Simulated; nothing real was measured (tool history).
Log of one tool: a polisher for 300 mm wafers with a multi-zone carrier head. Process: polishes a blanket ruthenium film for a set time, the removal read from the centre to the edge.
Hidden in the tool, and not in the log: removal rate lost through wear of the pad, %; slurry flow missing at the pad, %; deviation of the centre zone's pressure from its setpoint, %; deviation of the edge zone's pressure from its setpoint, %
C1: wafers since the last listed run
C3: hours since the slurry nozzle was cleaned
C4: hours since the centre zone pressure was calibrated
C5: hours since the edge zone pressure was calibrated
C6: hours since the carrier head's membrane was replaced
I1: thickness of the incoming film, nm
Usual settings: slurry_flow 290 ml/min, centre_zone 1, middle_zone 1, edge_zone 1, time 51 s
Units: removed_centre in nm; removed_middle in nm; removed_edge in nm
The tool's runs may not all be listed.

run 1 hour=0 | slurry_flow=290 centre_zone=1 middle_zone=1 edge_zone=1 time=51 | C1=0 wafers_polished_on_this_pad=1781 C3=437.4 C4=355.9 C5=1000.1 C6=27.9 | I1=279.1 | removed_centre=28.9 removed_middle=28.9 removed_edge=29.1
run 2 hour=41.5 | slurry_flow=290 centre_zone=1 middle_zone=1 edge_zone=1 time=51 | C1=320 wafers_polished_on_this_pad=2102 C3=478.9 C4=397.4 C5=1041.6 C6=69.4 | I1=284.7 | removed_centre=28.3 removed_middle=27.8 removed_edge=29.1
run 3 hour=81.4 | slurry_flow=290 centre_zone=1 middle_zone=1 edge_zone=1 time=51 | C1=308 wafers_polished_on_this_pad=2410 C3=518.8 C4=437.3 C5=1081.5 C6=109.3 | I1=277 | removed_centre=28.8 removed_middle=27.9 removed_edge=29.1
-- hour=109.2 worn pad replaced by a new one, of another model than before
run 4 hour=133.4 | slurry_flow=290 centre_zone=1 middle_zone=1 edge_zone=1 time=51 | C1=370 wafers_polished_on_this_pad=187 C3=570.8 C4=489.3 C5=1133.5 C6=161.3 | I1=281.9 | removed_centre=28.8 removed_middle=28.6 removed_edge=29.6
run 5 hour=169.1 | slurry_flow=290 centre_zone=1 middle_zone=1 edge_zone=1 time=51 | C1=275 wafers_polished_on_this_pad=462 C3=606.5 C4=525 C5=1169.2 C6=197 | I1=279 | removed_centre=29.9 removed_middle=29.2 removed_edge=29.7
run 6 hour=208.9 | slurry_flow=290 centre_zone=1 middle_zone=1 edge_zone=1 time=51 | C1=307 wafers_polished_on_this_pad=770 C3=646.3 C4=564.8 C5=1209 C6=236.8 | I1=281.3 | removed_centre=29.1 removed_middle=28.2 removed_edge=29.4
run 7 hour=235.9 | slurry_flow=205 centre_zone=1 middle_zone=1.06 edge_zone=1 time=46 | C1=208 wafers_polished_on_this_pad=978 C3=673.3 C4=591.8 C5=1236 C6=263.8 | I1=284.5 | removed_centre=25.4 removed_middle=26.3 removed_edge=26
run 8 hour=260.6 | slurry_flow=290 centre_zone=1 middle_zone=1 edge_zone=1 time=58 | C1=190 wafers_polished_on_this_pad=1169 C3=698 C4=616.5 C5=1260.7 C6=288.5 | I1=282.8 | removed_centre=32.7 removed_middle=33 removed_edge=33.4
run 9 hour=296.1 | slurry_flow=335 centre_zone=1 middle_zone=1 edge_zone=1 time=51 | C1=274 wafers_polished_on_this_pad=1444 C3=733.5 C4=652 C5=1296.2 C6=324 | I1=277 | removed_centre=29.8 removed_middle=28.9 removed_edge=30.1
run 10 hour=342.6 | slurry_flow=235 centre_zone=1 middle_zone=1 edge_zone=1.03 time=51 | C1=359 wafers_polished_on_this_pad=1803 C3=780 C4=698.5 C5=1342.7 C6=370.5 | I1=281.2 | removed_centre=28.7 removed_middle=28.3 removed_edge=29.5
-- hour=354.6 slurry nozzle cleaned
run 11 hour=382.1 | slurry_flow=290 centre_zone=1 middle_zone=1 edge_zone=1.05 time=51 | C1=297 wafers_polished_on_this_pad=2100 C3=27.5 C4=738 C5=1382.2 C6=410 | I1=280.5 | removed_centre=29.6 removed_middle=29.3 removed_edge=31
-- hour=397.1 worn pad replaced by a new one
run 12 hour=415.9 | slurry_flow=290 centre_zone=1 middle_zone=1 edge_zone=1 time=51 | C1=230 wafers_polished_on_this_pad=145 C3=61.3 C4=771.8 C5=1416 C6=443.8 | I1=273.6 | removed_centre=30.6 removed_middle=29 removed_edge=30
run 13 hour=474.3 | slurry_flow=290 centre_zone=1 middle_zone=0.95 edge_zone=1.11 time=51 | C1=451 wafers_polished_on_this_pad=596 C3=119.7 C4=830.2 C5=1474.4 C6=502.2 | I1=277.5 | removed_centre=29.8 removed_middle=27.4 removed_edge=31.4
run 14 hour=534.9 | slurry_flow=290 centre_zone=0.9 middle_zone=0.89 edge_zone=1.11 time=38 | C1=468 wafers_polished_on_this_pad=1064 C3=180.3 C4=890.8 C5=1535 C6=562.8 | I1=281.4 | removed_centre=20.2 removed_middle=20 removed_edge=23.7
run 15 hour=578.6 | slurry_flow=290 centre_zone=1 middle_zone=1 edge_zone=1.11 time=51 | C1=337 wafers_polished_on_this_pad=1402 C3=224 C4=934.5 C5=1578.7 C6=606.5 | I1=284.7 | removed_centre=30 removed_middle=29.1 removed_edge=31.6
-- hour=602.7 centre zone pressure recalibrated
-- hour=638.2 edge zone pressure recalibrated
run 16 hour=638.7 | slurry_flow=290 centre_zone=0.93 middle_zone=1 edge_zone=0.92 time=33 | C1=433 wafers_polished_on_this_pad=1835 C3=284.1 C4=36 C5=0.5 C6=666.6 | I1=275.1 | removed_centre=18.1 removed_middle=18.9 removed_edge=18.6
run 17 hour=678.4 | slurry_flow=290 centre_zone=0.96 middle_zone=1 edge_zone=1 time=51 | C1=306 wafers_polished_on_this_pad=2142 C3=323.8 C4=75.7 C5=40.2 C6=706.3 | I1=279.3 | removed_centre=27.9 removed_middle=29 removed_edge=29.8
-- hour=701 worn pad replaced by a new one
run 18 hour=716.3 | slurry_flow=290 centre_zone=1 middle_zone=1 edge_zone=1 time=51 | C1=261 wafers_polished_on_this_pad=117 C3=361.7 C4=113.6 C5=78.1 C6=744.2 | I1=281.5 | removed_centre=29.8 removed_middle=28.6 removed_edge=29.8
run 19 hour=750.8 | slurry_flow=355 centre_zone=0.94 middle_zone=1 edge_zone=0.96 time=51 | C1=266 wafers_polished_on_this_pad=384 C3=396.2 C4=148.1 C5=112.6 C6=778.7 | I1=281.6 | removed_centre=28.2 removed_middle=28.9 removed_edge=29.3
run 20 hour=906.7 | slurry_flow=260 centre_zone=1.08 middle_zone=1 edge_zone=1 time=51 | C1=1204 wafers_polished_on_this_pad=1588 C3=552.1 C4=304 C5=268.5 C6=934.6 | I1=282.2 | removed_centre=31.7 removed_middle=28.3 removed_edge=29.4
run 21 hour=949.2 | slurry_flow=375 centre_zone=1 middle_zone=1 edge_zone=1 time=51 | C1=328 wafers_polished_on_this_pad=1917 C3=594.6 C4=346.5 C5=311 C6=977.1 | I1=279 | removed_centre=29.6 removed_middle=29.1 removed_edge=29.8
run 22 hour=1002.8 | slurry_flow=290 centre_zone=0.92 middle_zone=1.08 edge_zone=0.89 time=44 | C1=414 wafers_polished_on_this_pad=2331 C3=648.2 C4=400.1 C5=364.6 C6=1030.7 | I1=283.2 | removed_centre=23.4 removed_middle=26.4 removed_edge=24.1
-- hour=1011.4 worn pad replaced by a new one
run 23 hour=1070.8 | slurry_flow=290 centre_zone=1 middle_zone=1 edge_zone=0.96 time=44 | C1=494 wafers_polished_on_this_pad=458 C3=716.2 C4=468.1 C5=432.6 C6=1098.7 | I1=277.9 | removed_centre=25.7 removed_middle=24.9 removed_edge=24.9

What the log doesn't show, run by run:
removal rate lost through wear of the pad, %: 0 in every run
deviation of the centre zone's pressure from its setpoint, %: 0 in every run
deviation of the edge zone's pressure from its setpoint, %: 0 in every run
H1: slurry flow missing at the pad, %
run=1 H1=35.4
run=2 H1=36.6
run=3 H1=37.7
run=4 H1=38.8
run=5 H1=39.5
run=6 H1=40.2
run=7 H1=40.6
run=8 H1=40.9
run=9 H1=41.3
run=10 H1=41.8
run=11 H1=4.12
run=12 H1=8.33
run=13 H1=14.5
run=14 H1=19.8
run=15 H1=22.9
run=16 H1=26.6
run=17 H1=28.6
run=18 H1=30.3
run=19 H1=31.7
run=20 H1=36.1
run=21 H1=37
run=22 H1=37.9
run=23 H1=38.8
